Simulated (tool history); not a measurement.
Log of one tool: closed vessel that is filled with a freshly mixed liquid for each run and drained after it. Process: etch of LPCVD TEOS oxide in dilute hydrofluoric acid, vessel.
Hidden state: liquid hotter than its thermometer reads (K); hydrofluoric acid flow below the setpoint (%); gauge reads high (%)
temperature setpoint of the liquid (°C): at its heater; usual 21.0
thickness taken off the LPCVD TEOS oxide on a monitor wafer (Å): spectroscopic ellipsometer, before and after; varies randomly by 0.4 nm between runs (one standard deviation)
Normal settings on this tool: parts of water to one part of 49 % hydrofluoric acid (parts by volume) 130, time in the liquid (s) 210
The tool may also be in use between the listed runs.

| run | hour | temperature setpoint of the liquid (°C) | parts of water to one part of 49 % hydrofluoric acid (parts by volume) | time in the liquid (s) | wafers since the last listed run | hours since the thermometer was replaced | hours since the hydrofluoric acid flow meter was replaced | hours since the gauge calibration | read-back film thickness of the LPCVD TEOS oxide reference wafer, read on the same gauge (nm) | thickness taken off the LPCVD TEOS oxide on a monitor wafer (Å) |
|---|---|---|---|---|---|---|---|---|---|---|
| 1 | 0.0 | 21.0 | 130 | 210 | 0 | 3026.1 | 627.7 | 260.3 | 120.00 | 381.4 |
| 2 | 11.5 | 21.0 | 130 | 265 | 1443 | 3037.6 | 639.2 | 271.8 | 120.02 | 467.4 |
| 3 | 28.1 | 24.5 | 130 | 210 | 2083 | 3054.2 | 655.8 | 288.4 | 120.00 | 428.6 |
| 4 | 40.7 | 21.0 | 130 | 210 | 1581 | 3066.8 | 668.4 | 301.0 | 120.02 | 369.9 |
| 5 | 83.1 | 23.0 | 145 | 210 | 5320 | 3109.2 | 710.8 | 343.4 | 119.98 | 348.0 |
| 6 | 95.0 | 23.0 | 145 | 210 | 1493 | 3121.1 | 722.7 | 355.3 | 120.01 | 351.2 |
| 7 | 111.4 | 21.0 | 130 | 210 | 2058 | 3137.5 | 739.1 | 371.7 | 119.97 | 369.9 |
| 8 | 119.6 | 17.0 | 130 | 210 | 1029 | 3145.7 | 747.3 | 379.9 | 120.00 | 313.2 |
| 9 | 137.4 | 17.0 | 130 | 210 | 2233 | 3163.5 | 765.1 | 397.7 | 119.99 | 311.9 |
|  | 143.5 | thermometer replaced |
| 10 | 146.4 | 21.0 | 130 | 210 | 1003 | 2.9 | 774.1 | 406.7 | 119.97 | 366.7 |
| 11 | 158.2 | 21.0 | 130 | 210 | 1480 | 14.7 | 785.9 | 418.5 | 120.00 | 371.0 |
| 12 | 165.2 | 21.0 | 130 | 210 | 878 | 21.7 | 792.9 | 425.5 | 119.97 | 366.2 |
| 13 | 174.9 | 21.0 | 130 | 210 | 1217 | 31.4 | 802.6 | 435.2 | 120.03 | 369.1 |
| 14 | 185.1 | 21.0 | 130 | 210 | 1280 | 41.6 | 812.8 | 445.4 | 120.01 | 372.9 |
| 15 | 202.0 | 25.5 | 185 | 90 | 2120 | 58.5 | 829.7 | 462.3 | 120.01 | 120.5 |
| 16 | 212.5 | 19.5 | 130 | 335 | 1317 | 69.0 | 840.2 | 472.8 | 120.00 | 552.7 |
|  | 223.9 | gauge calibrated |
| 17 | 229.2 | 23.5 | 190 | 325 | 2095 | 85.7 | 856.9 | 5.3 | 119.99 | 388.1 |
| 18 | 242.7 | 23.0 | 85 | 330 | 1694 | 99.2 | 870.4 | 18.8 | 120.03 | 1004.8 |
| 19 | 251.3 | 21.0 | 130 | 320 | 1079 | 107.8 | 879.0 | 27.4 | 120.00 | 552.4 |
| 20 | 268.0 | 23.5 | 110 | 280 | 2095 | 124.5 | 895.7 | 44.1 | 120.01 | 651.8 |
| 21 | 276.1 | 19.5 | 175 | 210 | 1016 | 132.6 | 903.8 | 52.2 | 120.00 | 240.5 |
| 22 | 292.3 | 21.0 | 130 | 210 | 2033 | 148.8 | 920.0 | 68.4 | 119.98 | 361.4 |
| 23 | 299.0 | 19.0 | 90 | 320 | 840 | 155.5 | 926.7 | 75.1 | 119.99 | 769.3 |
| 24 | 306.4 | 21.0 | 130 | 210 | 928 | 162.9 | 934.1 | 82.5 | 120.00 | 357.6 |
| 25 | 321.3 | 23.0 | 170 | 285 | 1869 | 177.8 | 949.0 | 97.4 | 119.98 | 384.0 |
| 26 | 330.0 | 23.5 | 190 | 145 | 1091 | 186.5 | 957.7 | 106.1 | 120.03 | 171.9 |
| 27 | 341.0 | 21.0 | 130 | 210 | 1380 | 197.5 | 968.7 | 117.1 | 120.00 | 358.8 |
|  | 342.5 | hydrofluoric acid flow meter replaced |
| 28 | 352.2 | 21.0 | 95 | 245 | 1280 | 208.7 | 9.7 | 128.3 | 120.02 | 680.2 |
| 29 | 367.2 | 21.0 | 130 | 210 | 1882 | 223.7 | 24.7 | 143.3 | 119.98 | 409.8 |
| 30 | 383.6 | 21.0 | 95 | 320 | 2058 | 240.1 | 41.1 | 159.7 | 119.99 | 888.8 |
| 31 | 400.8 | 21.0 | 145 | 210 | 2158 | 257.3 | 58.3 | 176.9 | 119.98 | 354.5 |
| 32 | 434.8 | 21.0 | 130 | 210 | 4266 | 291.3 | 92.3 | 210.9 | 119.99 | 404.2 |
| 33 | 446.6 | 24.5 | 130 | 275 | 1480 | 303.1 | 104.1 | 222.7 | 120.01 | 613.2 |
| 34 | 455.0 | 24.5 | 130 | 150 | 1054 | 311.5 | 112.5 | 231.1 | 119.98 | 330.9 |

Alternative continuations, all from the tool just after run 34; predict every row:
| A | 455.7 | 21.0 | 130 | 210 | 87 | 312.2 | 113.2 | 231.8 | ? | ? |
| B | 455.7 | 25.5 | 195 | 275 | 87 | 312.2 | 113.2 | 231.8 | ? | ? |
| C | 455.7 | 17.0 | 130 | 325 | 87 | 312.2 | 113.2 | 231.8 | ? | ? |

| run | read-back film thickness of the LPCVD TEOS oxide reference wafer, read on the same gauge (nm) | thickness taken off the LPCVD TEOS oxide on a monitor wafer (Å) |
|---|---|---|
| A | 120.01 | 400.2 |
| B | 120.01 | 385.6 |
| C | 120.01 | 526.5 |
Without the tool's hidden state the same runs would have given:
| run | thickness taken off the LPCVD TEOS oxide on a monitor wafer (Å) |
|---|---|
| A | 408.1 |
| B | 393.8 |
| C | 536.8 |
